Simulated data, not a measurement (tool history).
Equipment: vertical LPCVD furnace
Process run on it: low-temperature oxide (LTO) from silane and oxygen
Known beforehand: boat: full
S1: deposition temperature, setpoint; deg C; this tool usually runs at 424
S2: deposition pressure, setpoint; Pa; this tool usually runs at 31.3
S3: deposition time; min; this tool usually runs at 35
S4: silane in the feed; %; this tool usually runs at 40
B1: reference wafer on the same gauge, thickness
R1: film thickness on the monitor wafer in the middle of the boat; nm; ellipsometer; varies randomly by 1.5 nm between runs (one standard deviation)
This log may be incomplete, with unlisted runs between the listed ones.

run 1 hour=0 | S1=424 S2=31.3 S3=35 S4=36 | B1=502.36 | R1=374.23
run 2 hour=24.6 | S1=424 S2=31.3 S3=35 S4=36 | B1=503.55 | R1=374.52
run 3 hour=46.8 | S1=424 S2=31.3 S3=35 S4=36 | B1=502.72 | R1=374.84
run 4 hour=146 | S1=424 S2=31.3 S3=35 S4=40 | B1=503.5 | R1=428.4
run 5 hour=175.2 | S1=424 S2=31.3 S3=35 S4=40 | B1=503.02 | R1=427.29
run 6 hour=193 | S1=424 S2=31.3 S3=35 S4=40 | B1=503.05 | R1=426.48
run 7 hour=213 | S1=431 S2=31.3 S3=35 S4=40 | B1=502.41 | R1=457.38
run 8 hour=230.4 | S1=431 S2=31.3 S3=35 S4=40 | B1=503.51 | R1=455.59
run 9 hour=263.6 | S1=424 S2=31.3 S3=41 S4=40 | B1=502.81 | R1=495.57
run 10 hour=295 | S1=417 S2=37.3 S3=45 S4=35 | B1=502.36 | R1=511.78
run 11 hour=307.8 | S1=424 S2=24 S3=45.5 S4=40 | B1=503.75 | R1=424.89
run 12 hour=332.2 | S1=429 S2=31.3 S3=48.5 S4=44 | B1=502.46 | R1=686.21
run 13 hour=363.6 | S1=424 S2=31.3 S3=35 S4=40 | B1=501.79 | R1=422.54
-- hour=379.6 gauge calibrated
-- hour=395.1 thermocouples replaced and temperature profile calibrated
run 14 hour=395.6 | S1=424 S2=37.3 S3=29 S4=43 | B1=503.38 | R1=455.12
run 15 hour=422.9 | S1=424 S2=31.3 S3=35 S4=32 | B1=502.87 | R1=318.07
run 16 hour=436.6 | S1=413 S2=31.3 S3=35 S4=40 | B1=503.57 | R1=379.78
run 17 hour=471.1 | S1=424 S2=31.3 S3=46.5 S4=40 | B1=502.68 | R1=567.06
-- hour=505.9 silane flow controller replaced
run 18 hour=506.4 | S1=424 S2=31.3 S3=35 S4=40 | B1=503.9 | R1=443.43
run 19 hour=535.6 | S1=420 S2=31.3 S3=42 S4=43 | B1=502.4 | R1=553.05
run 20 hour=554.9 | S1=418 S2=24.7 S3=23 S4=40 | B1=502.57 | R1=216.15
run 21 hour=582.3 | S1=430 S2=31.3 S3=35 S4=40 | B1=502.62 | R1=470.09
run 22 hour=597.3 | S1=429 S2=26.7 S3=21.5 S4=42 | B1=503.05 | R1=257.15
run 23 hour=611.3 | S1=424 S2=31.3 S3=35 S4=40 | B1=503.58 | R1=444.08
run 24 hour=640.8 | S1=424 S2=25.3 S3=22 S4=47 | B1=502.49 | R1=264.94
run 25 hour=668.6 | S1=424 S2=31.3 S3=35 S4=40 | B1=504.21 | R1=444.37
run 26 hour=700.2 | S1=420 S2=38 S3=35 S4=46 | B1=503.16 | R1=590.66
run 27 hour=717.8 | S1=418 S2=27.3 S3=35 S4=33 | B1=502.74 | R1=284.71
run 28 hour=747.6 | S1=434 S2=34.7 S3=24 S4=34 | B1=503.49 | R1=306.37
run 29 hour=767.9 | S1=424 S2=31.3 S3=41 S4=40 | B1=502.76 | R1=515.66
run 30 hour=787.8 | S1=413 S2=36.7 S3=35 S4=40 | B1=502.78 | R1=462.68
run 31 hour=805.5 | S1=424 S2=31.3 S3=35 S4=40 | B1=502.78 | R1=440.99
run 32 hour=840.5 | S1=424 S2=31.3 S3=35 S4=40 | B1=502.89 | R1=440.22

Selected run-to-run steps in R1, each split into two signed amounts: the part the tool would show with no hidden state at all (from settings, incoming material and random variation), and the remainder, which goes to the hidden state together with any gauge scatter not common to the measured and the hidden-state-free results:
The hidden state here: true tube temperature minus thermocouple reading, K; true pressure minus gauge reading, mTorr; deviation of the silane flow from its setpoint, %; gauge reads high (%).
Run 10 -> 11: S1 417 -> 424, S2 37.3 -> 24, S3 45 -> 45.5, S4 35 -> 40. R1 -86.89 nm: hidden state +9.17, all else -96.06.
Run 12 -> 13: S1 429 -> 424, S3 48.5 -> 35, S4 44 -> 40. R1 -263.67 nm: hidden state +5.57, all else -269.24.
Run 16 -> 17: S1 413 -> 424, S3 35 -> 46.5. R1 +187.28 nm: hidden state -7.55, all else +194.83.
Run 17 -> 18: S3 46.5 -> 35, silane flow controller replaced. R1 -123.63 nm: hidden state +25.75, all else -149.38.
Run 19 -> 20: S1 420 -> 418, S2 31.3 -> 24.7, S3 42 -> 23, S4 43 -> 40. R1 -336.9 nm: hidden state -0.74, all else -336.16.
Run 26 -> 27: S1 420 -> 418, S2 38 -> 27.3, S4 46 -> 33. R1 -305.95 nm: hidden state -0.08, all else -305.87.

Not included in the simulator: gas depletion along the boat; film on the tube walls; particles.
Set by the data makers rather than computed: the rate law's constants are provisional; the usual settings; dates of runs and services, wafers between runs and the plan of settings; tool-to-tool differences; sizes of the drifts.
